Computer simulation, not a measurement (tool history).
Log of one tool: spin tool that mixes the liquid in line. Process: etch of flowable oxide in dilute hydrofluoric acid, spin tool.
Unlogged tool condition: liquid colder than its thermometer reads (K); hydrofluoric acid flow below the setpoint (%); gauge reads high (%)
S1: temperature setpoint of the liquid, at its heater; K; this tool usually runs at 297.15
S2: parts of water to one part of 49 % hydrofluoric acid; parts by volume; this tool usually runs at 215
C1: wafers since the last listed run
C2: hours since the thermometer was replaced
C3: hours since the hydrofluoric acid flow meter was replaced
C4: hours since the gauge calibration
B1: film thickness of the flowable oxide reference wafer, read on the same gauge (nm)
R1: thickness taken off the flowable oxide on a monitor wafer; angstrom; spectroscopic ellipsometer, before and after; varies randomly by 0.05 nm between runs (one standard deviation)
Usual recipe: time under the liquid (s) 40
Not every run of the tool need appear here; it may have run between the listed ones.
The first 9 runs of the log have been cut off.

run 10 hour=160.6 | S1=297.15 S2=215 time_under_the_liquid_(s)=40 | C1=160 C2=1872.4 C3=806.3 C4=428.8 | B1=119.98 | R1=84.7
run 11 hour=178.2 | S1=297.15 S2=275 time_under_the_liquid_(s)=50 | C1=203 C2=1890 C3=823.9 C4=446.4 | B1=120 | R1=78
-- hour=197.9 thermometer replaced
run 12 hour=201.9 | S1=297.15 S2=125 time_under_the_liquid_(s)=40 | C1=261 C2=4 C3=847.6 C4=470.1 | B1=119.97 | R1=180.1
-- hour=213.7 hydrofluoric acid flow meter replaced
run 13 hour=223.3 | S1=297.15 S2=125 time_under_the_liquid_(s)=40 | C1=235 C2=25.4 C3=9.6 C4=491.5 | B1=120.02 | R1=179.1
run 14 hour=249.1 | S1=297.15 S2=125 time_under_the_liquid_(s)=40 | C1=297 C2=51.2 C3=35.4 C4=517.3 | B1=119.97 | R1=179.9
run 15 hour=262.1 | S1=297.15 S2=145 time_under_the_liquid_(s)=40 | C1=150 C2=64.2 C3=48.4 C4=530.3 | B1=120.01 | R1=151.4
-- hour=281.3 gauge calibrated
run 16 hour=284.5 | S1=297.15 S2=215 time_under_the_liquid_(s)=40 | C1=258 C2=86.6 C3=70.8 C4=3.2 | B1=120.03 | R1=94.8
run 17 hour=316.8 | S1=300.65 S2=215 time_under_the_liquid_(s)=15 | C1=372 C2=118.9 C3=103.1 C4=35.5 | B1=120.01 | R1=40.1
run 18 hour=333.6 | S1=297.15 S2=215 time_under_the_liquid_(s)=40 | C1=193 C2=135.7 C3=119.9 C4=52.3 | B1=119.99 | R1=93.4
run 19 hour=347.6 | S1=295.65 S2=105 time_under_the_liquid_(s)=55 | C1=161 C2=149.7 C3=133.9 C4=66.3 | B1=119.98 | R1=282.8
run 20 hour=365.4 | S1=297.15 S2=215 time_under_the_liquid_(s)=40 | C1=205 C2=167.5 C3=151.7 C4=84.1 | B1=119.97 | R1=95.2
run 21 hour=386.1 | S1=301.65 S2=310 time_under_the_liquid_(s)=25 | C1=238 C2=188.2 C3=172.4 C4=104.8 | B1=119.99 | R1=43.3
run 22 hour=405.2 | S1=293.65 S2=265 time_under_the_liquid_(s)=20 | C1=220 C2=207.3 C3=191.5 C4=123.9 | B1=120 | R1=31.7
run 23 hour=427.2 | S1=293.65 S2=215 time_under_the_liquid_(s)=50 | C1=253 C2=229.3 C3=213.5 C4=145.9 | B1=119.99 | R1=103.1
run 24 hour=440.4 | S1=297.15 S2=170 time_under_the_liquid_(s)=50 | C1=152 C2=242.5 C3=226.7 C4=159.1 | B1=120 | R1=155.7
run 25 hour=468.4 | S1=292.15 S2=215 time_under_the_liquid_(s)=20 | C1=323 C2=270.5 C3=254.7 C4=187.1 | B1=120 | R1=38.5
run 26 hour=490.3 | S1=297.15 S2=215 time_under_the_liquid_(s)=40 | C1=252 C2=292.4 C3=276.6 C4=209 | B1=120 | R1=92.8
run 27 hour=506 | S1=293.65 S2=185 time_under_the_liquid_(s)=50 | C1=181 C2=308.1 C3=292.3 C4=224.7 | B1=120.01 | R1=121.6
run 28 hour=530.9 | S1=302.15 S2=145 time_under_the_liquid_(s)=15 | C1=287 C2=333 C3=317.2 C4=249.6 | B1=119.98 | R1=67.2
run 29 hour=560.6 | S1=299.15 S2=270 time_under_the_liquid_(s)=25 | C1=342 C2=362.7 C3=346.9 C4=279.3 | B1=119.99 | R1=46.6
run 30 hour=595 | S1=293.65 S2=315 time_under_the_liquid_(s)=40 | C1=396 C2=397.1 C3=381.3 C4=313.7 | B1=120 | R1=51

4 options for the next run, each taken on its own from the tool as it stands now. Forecast them:
run A hour=595.4 | S1=295.15 S2=215 time_under_the_liquid_(s)=40 | C1=4 C2=397.5 C3=381.7 C4=314.1 | B1=? | R1=?
run B hour=595.4 | S1=295.65 S2=215 time_under_the_liquid_(s)=40 | C1=4 C2=397.5 C3=381.7 C4=314.1 | B1=? | R1=?
run C hour=595.4 | S1=301.65 S2=215 time_under_the_liquid_(s)=30 | C1=4 C2=397.5 C3=381.7 C4=314.1 | B1=? | R1=?
run D hour=595.4 | S1=292.15 S2=185 time_under_the_liquid_(s)=20 | C1=4 C2=397.5 C3=381.7 C4=314.1 | B1=? | R1=?

run=A B1=120.02 R1=85.7
run=B B1=120.02 R1=87.3
run=C B1=120.02 R1=81.4
run=D B1=120.02 R1=45.6
The same runs, with their run-to-run variation unchanged, on a tool lacking any hidden condition would have given:
run=A R1=88.6
run=B R1=90.2
run=C R1=84
run=D R1=47.3

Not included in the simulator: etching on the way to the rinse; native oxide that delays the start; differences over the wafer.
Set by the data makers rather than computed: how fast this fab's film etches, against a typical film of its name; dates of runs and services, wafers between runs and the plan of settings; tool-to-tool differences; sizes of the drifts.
